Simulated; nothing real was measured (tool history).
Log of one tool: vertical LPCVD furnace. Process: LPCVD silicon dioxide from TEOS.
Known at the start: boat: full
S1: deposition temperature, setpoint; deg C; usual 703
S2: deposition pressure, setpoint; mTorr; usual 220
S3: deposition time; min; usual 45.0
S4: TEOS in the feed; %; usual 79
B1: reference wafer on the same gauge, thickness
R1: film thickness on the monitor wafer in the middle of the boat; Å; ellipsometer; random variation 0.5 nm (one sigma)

Run 1, day 0.000: usual settings; B1 390.04. Result: R1 3647.6 Å.
Run 2, day 0.738: usual settings; B1 390.08. Result: R1 3651.3 Å.
Run 3, day 1.079: usual settings; B1 390.04. Result: R1 3653.2 Å.
Run 4, day 1.788: usual settings; B1 390.06. Result: R1 3665.7 Å.
At day 2.083: gauge calibrated.
At day 2.838: pressure gauge zeroed.
At day 3.504: thermocouples replaced and temperature profile calibrated.
At day 4.508: TEOS flow controller replaced.
Run 5, day 4.529: usual settings but S4 84 %; B1 390.07. Result: R1 3443.0 Å.
Run 6, day 4.700: usual settings but S3 50.5 min; B1 390.07. Result: R1 3751.1 Å.
Run 7, day 4.867: usual settings but S3 50.5 min; B1 389.82. Result: R1 3751.0 Å.
Run 8, day 5.038: usual settings; B1 389.99. Result: R1 3333.3 Å.
Run 9, day 5.204: usual settings but S1 693 deg C, S2 190 mTorr; B1 389.99. Result: R1 2459.0 Å.
Run 10, day 5.375: usual settings but S2 255 mTorr; B1 390.05. Result: R1 3600.5 Å.
Run 11, day 5.542: usual settings but S1 700 deg C; B1 389.99. Result: R1 3112.4 Å.
Run 12, day 5.712: usual settings but S1 713 deg C, S3 62.5 min; B1 390.03. Result: R1 5847.4 Å.
Run 13, day 5.879: usual settings but S2 250 mTorr, S4 88 %; B1 390.12. Result: R1 3760.2 Å.
Run 14, day 6.050: usual settings but S1 710 deg C, S4 74 %; B1 390.09. Result: R1 3802.7 Å.
Run 15, day 6.217: usual settings but S3 61.5 min, S4 67 %; B1 390.14. Result: R1 4225.3 Å.
Run 16, day 6.912: usual settings; B1 390.07. Result: R1 3353.0 Å.

5 ways to go on from here, each from the tool as it stands after run 16. What would each give?
Run A, day 7.088: usual settings; B1 ?. Result: R1 ?.
Run B, day 7.088: usual settings but S2 205 mTorr, S3 30.0 min, S4 72 %; B1 ?. Result: R1 ?.
Run C, day 7.088: usual settings but S1 706 deg C, S2 175 mTorr, S4 86 %; B1 ?. Result: R1 ?.
Run D, day 7.088: usual settings but S1 709 deg C, S2 255 mTorr, S3 34.0 min, S4 65 %; B1 ?. Result: R1 ?.
Run E, day 7.088: usual settings but S1 693 deg C, S2 180 mTorr, S3 27.0 min; B1 ?. Result: R1 ?.

run      B1      R1
  A  389.95  3363.7
  B  389.95  2066.5
  C  389.95  3353.9
  D  389.95  2848.3
  E  389.95  1445.6
Without the tool's hidden state the same runs would have given:
run      R1
  A  3329.2
  B  2045.3
  C  3319.7
  D  2819.5
  E  1430.5
